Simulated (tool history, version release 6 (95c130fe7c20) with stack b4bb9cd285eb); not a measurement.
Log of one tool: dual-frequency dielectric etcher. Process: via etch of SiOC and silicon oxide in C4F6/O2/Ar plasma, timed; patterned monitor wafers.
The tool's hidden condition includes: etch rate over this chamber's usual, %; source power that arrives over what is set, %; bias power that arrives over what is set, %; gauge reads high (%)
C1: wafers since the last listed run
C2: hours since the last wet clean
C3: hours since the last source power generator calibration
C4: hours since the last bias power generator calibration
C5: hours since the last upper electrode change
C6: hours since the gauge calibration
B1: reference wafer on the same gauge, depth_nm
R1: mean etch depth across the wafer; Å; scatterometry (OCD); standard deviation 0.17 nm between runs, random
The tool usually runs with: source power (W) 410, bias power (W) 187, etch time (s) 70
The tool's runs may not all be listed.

run 1 hour=0 | source_power_(W)=410 bias_power_(W)=214 etch_time_(s)=70 | C1=0 C2=620.3 C3=1385 C4=3128.1 C5=5095.9 C6=754.9 | B1=87 | R1=799
-- hour=56.3 wet clean of the chamber
run 2 hour=56.8 | source_power_(W)=410 bias_power_(W)=214 etch_time_(s)=70 | C1=465 C2=0.5 C3=1441.8 C4=3184.9 C5=5152.7 C6=811.7 | B1=87 | R1=792
run 3 hour=79 | source_power_(W)=410 bias_power_(W)=187 etch_time_(s)=85 | C1=315 C2=22.7 C3=1464 C4=3207.1 C5=5174.9 C6=833.9 | B1=86.9 | R1=908
run 4 hour=129.5 | source_power_(W)=410 bias_power_(W)=187 etch_time_(s)=70 | C1=716 C2=73.2 C3=1514.5 C4=3257.6 C5=5225.4 C6=884.4 | B1=87 | R1=744
run 5 hour=161 | source_power_(W)=410 bias_power_(W)=187 etch_time_(s)=70 | C1=447 C2=104.7 C3=1546 C4=3289.1 C5=5256.9 C6=915.9 | B1=87 | R1=749
run 6 hour=215.8 | source_power_(W)=350 bias_power_(W)=187 etch_time_(s)=70 | C1=777 C2=159.5 C3=1600.8 C4=3343.9 C5=5311.7 C6=970.7 | B1=87 | R1=691
-- hour=316 gauge calibrated
run 7 hour=328 | source_power_(W)=350 bias_power_(W)=187 etch_time_(s)=70 | C1=1592 C2=271.7 C3=1713 C4=3456.1 C5=5423.9 C6=12 | B1=87 | R1=688
run 8 hour=397.9 | source_power_(W)=410 bias_power_(W)=187 etch_time_(s)=70 | C1=992 C2=341.6 C3=1782.9 C4=3526 C5=5493.8 C6=81.9 | B1=87 | R1=749
run 9 hour=430.8 | source_power_(W)=410 bias_power_(W)=166 etch_time_(s)=70 | C1=466 C2=374.5 C3=1815.8 C4=3558.9 C5=5526.7 C6=114.8 | B1=87 | R1=708
run 10 hour=470.8 | source_power_(W)=410 bias_power_(W)=166 etch_time_(s)=70 | C1=567 C2=414.5 C3=1855.8 C4=3598.9 C5=5566.7 C6=154.8 | B1=87 | R1=710
-- hour=475.2 bias power generator calibrated
run 11 hour=507.1 | source_power_(W)=410 bias_power_(W)=166 etch_time_(s)=70 | C1=458 C2=450.8 C3=1892.1 C4=31.9 C5=5603 C6=191.1 | B1=87 | R1=712
-- hour=584.8 wet clean of the chamber
run 12 hour=585.3 | source_power_(W)=410 bias_power_(W)=167 etch_time_(s)=70 | C1=769 C2=0.5 C3=1970.3 C4=110.1 C5=5681.2 C6=269.3 | B1=87 | R1=706

Predict the results of run 13:
run 13 hour=600.9 | source_power_(W)=410 bias_power_(W)=212 etch_time_(s)=53 | C1=221 C2=16.1 C3=1985.9 C4=125.7 C5=5696.8 C6=284.9 | B1=? | R1=?

Run 13 yielded B1 87, R1 594 Å.
If the tool had no hidden condition, the same run with the same run-to-run variation would have returned R1 609 Å.

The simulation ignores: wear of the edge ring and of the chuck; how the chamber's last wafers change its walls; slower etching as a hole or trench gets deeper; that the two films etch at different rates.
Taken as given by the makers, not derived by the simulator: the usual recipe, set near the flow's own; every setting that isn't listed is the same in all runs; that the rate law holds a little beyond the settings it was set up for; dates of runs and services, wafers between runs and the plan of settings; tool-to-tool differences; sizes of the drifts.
